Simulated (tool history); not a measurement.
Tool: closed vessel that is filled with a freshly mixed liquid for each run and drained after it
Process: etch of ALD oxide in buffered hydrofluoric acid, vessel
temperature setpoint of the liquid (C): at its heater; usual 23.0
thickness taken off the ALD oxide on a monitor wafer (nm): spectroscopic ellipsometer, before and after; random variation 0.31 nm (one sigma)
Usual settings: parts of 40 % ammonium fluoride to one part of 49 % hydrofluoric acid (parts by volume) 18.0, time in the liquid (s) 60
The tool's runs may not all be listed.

run	hour	temperature setpoint of the liquid (C)	parts of 40 % ammonium fluoride to one part of 49 % hydrofluoric acid (parts by volume)	time in the liquid (s)	wafers since the last listed run	hours since the thermometer was replaced	hours since the hydrofluoric acid flow meter was replaced	hours since the gauge calibration	read-back film thickness of the ALD oxide reference wafer, read on the same gauge (nm)	thickness taken off the ALD oxide on a monitor wafer (nm)
1	0.0	23.0	14.0	35	0	2742.3	567.7	493.8	80.01	58.67
2	55.3	23.0	14.0	35	5636	2797.6	623.0	549.1	79.99	58.24
3	99.3	23.0	18.0	60	4484	2841.6	667.0	593.1	79.99	77.92
4	123.7	23.0	18.0	60	2486	2866.0	691.4	617.5	80.02	77.35
5	167.9	23.0	18.0	60	4505	2910.2	735.6	661.7	80.00	77.41
6	225.8	23.0	13.5	60	5901	2968.1	793.5	719.6	80.00	102.79
7	275.1	23.0	13.5	60	5024	3017.4	842.8	768.9	80.01	101.97
# hour 382.0: hydrofluoric acid flow meter replaced
# hour 406.2: gauge calibrated
# hour 449.8: thermometer replaced
8	453.7	28.0	15.5	75	18000	3.9	71.7	47.5	80.02	166.87
9	497.3	25.5	18.0	75	4443	47.5	115.3	91.1	80.01	125.14
10	533.2	26.5	11.0	60	3659	83.4	151.2	127.0	80.00	171.40
11	572.7	21.0	22.5	40	4026	122.9	190.7	166.5	80.00	42.91
12	698.6	23.0	18.0	60	12832	248.8	316.6	292.4	80.00	86.43
13	829.3	18.0	13.0	85	13321	379.5	447.3	423.1	79.99	125.65
14	882.5	26.5	18.0	60	5422	432.7	500.5	476.3	79.98	103.98
15	921.4	23.0	18.0	60	3964	471.6	539.4	515.2	80.01	85.67

4 ways to go on from here, each from the tool as it stands after run 15. What would each give?
A	922.1	23.0	18.0	60	71	472.3	540.1	515.9	?	?
B	922.1	27.0	14.5	40	71	472.3	540.1	515.9	?	?
C	922.1	23.0	22.0	60	71	472.3	540.1	515.9	?	?
D	922.1	23.0	12.5	60	71	472.3	540.1	515.9	?	?

run	read-back film thickness of the ALD oxide reference wafer, read on the same gauge (nm)	thickness taken off the ALD oxide on a monitor wafer (nm)
A	80.04	85.08
B	80.04	87.24
C	80.04	72.16
D	80.04	121.76
Without the tool's hidden state the same runs would have given:
run	thickness taken off the ALD oxide on a monitor wafer (nm)
A	88.74
B	90.94
C	74.90
D	126.99
